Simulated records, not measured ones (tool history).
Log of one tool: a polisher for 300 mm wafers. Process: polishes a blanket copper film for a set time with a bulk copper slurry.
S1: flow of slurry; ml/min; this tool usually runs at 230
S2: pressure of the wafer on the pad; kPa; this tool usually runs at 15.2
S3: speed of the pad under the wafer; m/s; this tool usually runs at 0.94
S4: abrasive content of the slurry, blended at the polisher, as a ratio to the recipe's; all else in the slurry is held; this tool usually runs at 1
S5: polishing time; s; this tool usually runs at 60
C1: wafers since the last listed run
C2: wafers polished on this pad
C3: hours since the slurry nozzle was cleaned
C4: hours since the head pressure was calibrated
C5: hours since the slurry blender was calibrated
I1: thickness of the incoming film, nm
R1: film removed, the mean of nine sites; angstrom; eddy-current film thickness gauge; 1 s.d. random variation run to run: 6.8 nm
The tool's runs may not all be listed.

{"run": 1, "day": 0.0, "S1": 230, "S2": 15.2, "S3": 1.1, "S4": 1, "S5": 60, "C1": 0, "C2": 1464, "C3": 2.6, "C4": 523.9, "C5": 65, "I1": 4595.4, "R1": 4869}
{"day": 2.504, "done": "worn pad replaced by a new one"}
{"run": 2, "day": 4.15, "S1": 230, "S2": 15.2, "S3": 1.1, "S4": 1, "S5": 60, "C1": 825, "C2": 341, "C3": 102.2, "C4": 623.5, "C5": 164.6, "I1": 4706.8, "R1": 5078}
{"run": 3, "day": 5.833, "S1": 230, "S2": 15.2, "S3": 0.94, "S4": 1, "S5": 60, "C1": 348, "C2": 690, "C3": 142.6, "C4": 663.9, "C5": 205, "I1": 4621.6, "R1": 4400}
{"run": 4, "day": 8.342, "S1": 230, "S2": 15.2, "S3": 0.94, "S4": 1, "S5": 60, "C1": 520, "C2": 1210, "C3": 202.8, "C4": 724.1, "C5": 265.2, "I1": 4680.3, "R1": 4228}
{"day": 10.7, "done": "worn pad replaced by a new one"}
{"run": 5, "day": 11.458, "S1": 230, "S2": 15.2, "S3": 0.94, "S4": 1, "S5": 60, "C1": 611, "C2": 157, "C3": 277.6, "C4": 798.9, "C5": 340, "I1": 4635.5, "R1": 4235}
{"day": 13.325, "done": "slurry blender recalibrated"}
{"run": 6, "day": 13.946, "S1": 230, "S2": 15.2, "S3": 0.94, "S4": 1, "S5": 60, "C1": 498, "C2": 655, "C3": 337.3, "C4": 858.6, "C5": 14.9, "I1": 4644.9, "R1": 4176}
{"run": 7, "day": 17.092, "S1": 230, "S2": 15.2, "S3": 0.94, "S4": 1, "S5": 60, "C1": 652, "C2": 1307, "C3": 412.8, "C4": 934.1, "C5": 90.4, "I1": 4664.4, "R1": 4185}
{"day": 20.325, "done": "worn pad replaced by a new one"}
{"run": 8, "day": 20.346, "S1": 230, "S2": 15.2, "S3": 0.94, "S4": 1, "S5": 60, "C1": 640, "C2": 4, "C3": 490.9, "C4": 1012.2, "C5": 168.5, "I1": 4690.9, "R1": 4284}
{"day": 23.829, "done": "head pressure recalibrated"}
{"run": 9, "day": 26.133, "S1": 230, "S2": 15.2, "S3": 0.94, "S4": 1, "S5": 60, "C1": 1182, "C2": 1187, "C3": 629.8, "C4": 55.3, "C5": 307.4, "I1": 4703.7, "R1": 4151}
{"run": 10, "day": 27.838, "S1": 160, "S2": 15.2, "S3": 1.14, "S4": 1, "S5": 77, "C1": 353, "C2": 1540, "C3": 670.7, "C4": 96.2, "C5": 348.3, "I1": 4695.3, "R1": 5553}
{"day": 28.692, "done": "slurry blender recalibrated"}
{"run": 11, "day": 29.692, "S1": 230, "S2": 15.2, "S3": 1.02, "S4": 1.2, "S5": 54, "C1": 367, "C2": 1907, "C3": 715.2, "C4": 140.7, "C5": 24, "I1": 4634.4, "R1": 4113}
{"day": 30.175, "done": "worn pad replaced by a new one"}
{"run": 12, "day": 32.458, "S1": 230, "S2": 10.3, "S3": 0.82, "S4": 1, "S5": 60, "C1": 539, "C2": 473, "C3": 781.6, "C4": 207.1, "C5": 90.4, "I1": 4656.2, "R1": 2575}
{"day": 34.142, "done": "slurry nozzle cleaned"}
{"run": 13, "day": 36.646, "S1": 230, "S2": 17.9, "S3": 0.64, "S4": 1, "S5": 60, "C1": 859, "C2": 1332, "C3": 60.1, "C4": 307.6, "C5": 190.9, "I1": 4598.9, "R1": 3884}
{"run": 14, "day": 39.442, "S1": 230, "S2": 15.2, "S3": 1.1, "S4": 1, "S5": 60, "C1": 579, "C2": 1912, "C3": 127.2, "C4": 374.7, "C5": 258, "I1": 4748.8, "R1": 4703}
{"day": 39.671, "done": "worn pad replaced by a new one"}
{"run": 15, "day": 40.95, "S1": 175, "S2": 15.2, "S3": 0.94, "S4": 1, "S5": 60, "C1": 278, "C2": 265, "C3": 163.4, "C4": 410.9, "C5": 294.2, "I1": 4632.9, "R1": 4231}
{"day": 44.496, "done": "slurry blender recalibrated"}
{"run": 16, "day": 45.012, "S1": 280, "S2": 18.6, "S3": 0.84, "S4": 1.3, "S5": 60, "C1": 824, "C2": 1090, "C3": 260.9, "C4": 508.4, "C5": 12.4, "I1": 4646.4, "R1": 5358}
{"run": 17, "day": 47.112, "S1": 180, "S2": 11, "S3": 1.12, "S4": 1, "S5": 60, "C1": 435, "C2": 1525, "C3": 311.3, "C4": 558.8, "C5": 62.8, "I1": 4665.2, "R1": 3248}

Each row is a separate what-if for the run after 17, all from the same tool condition, not one after another. Results?
{"run": "A", "day": 47.129, "S1": 230, "S2": 15.2, "S3": 0.94, "S4": 1, "S5": 60, "C1": 3, "C2": 1529, "C3": 311.7, "C4": 559.2, "C5": 63.2, "I1": 4689.6, "R1": "?"}
{"run": "B", "day": 47.129, "S1": 150, "S2": 15.2, "S3": 1.08, "S4": 1, "S5": 44, "C1": 3, "C2": 1529, "C3": 311.7, "C4": 559.2, "C5": 63.2, "I1": 4689.6, "R1": "?"}
{"run": "C", "day": 47.129, "S1": 230, "S2": 15.2, "S3": 0.94, "S4": 0.9, "S5": 67, "C1": 3, "C2": 1529, "C3": 311.7, "C4": 559.2, "C5": 63.2, "I1": 4689.6, "R1": "?"}
{"run": "D", "day": 47.129, "S1": 165, "S2": 15.2, "S3": 0.94, "S4": 1, "S5": 60, "C1": 3, "C2": 1529, "C3": 311.7, "C4": 559.2, "C5": 63.2, "I1": 4689.6, "R1": "?"}

run=A R1=4163
run=B R1=3095
run=C R1=4503
run=D R1=3879
With the hidden condition removed and each run's random variation left untouched, the same runs would have given:
run=A R1=4628
run=B R1=3530
run=C R1=5006
run=D R1=4395

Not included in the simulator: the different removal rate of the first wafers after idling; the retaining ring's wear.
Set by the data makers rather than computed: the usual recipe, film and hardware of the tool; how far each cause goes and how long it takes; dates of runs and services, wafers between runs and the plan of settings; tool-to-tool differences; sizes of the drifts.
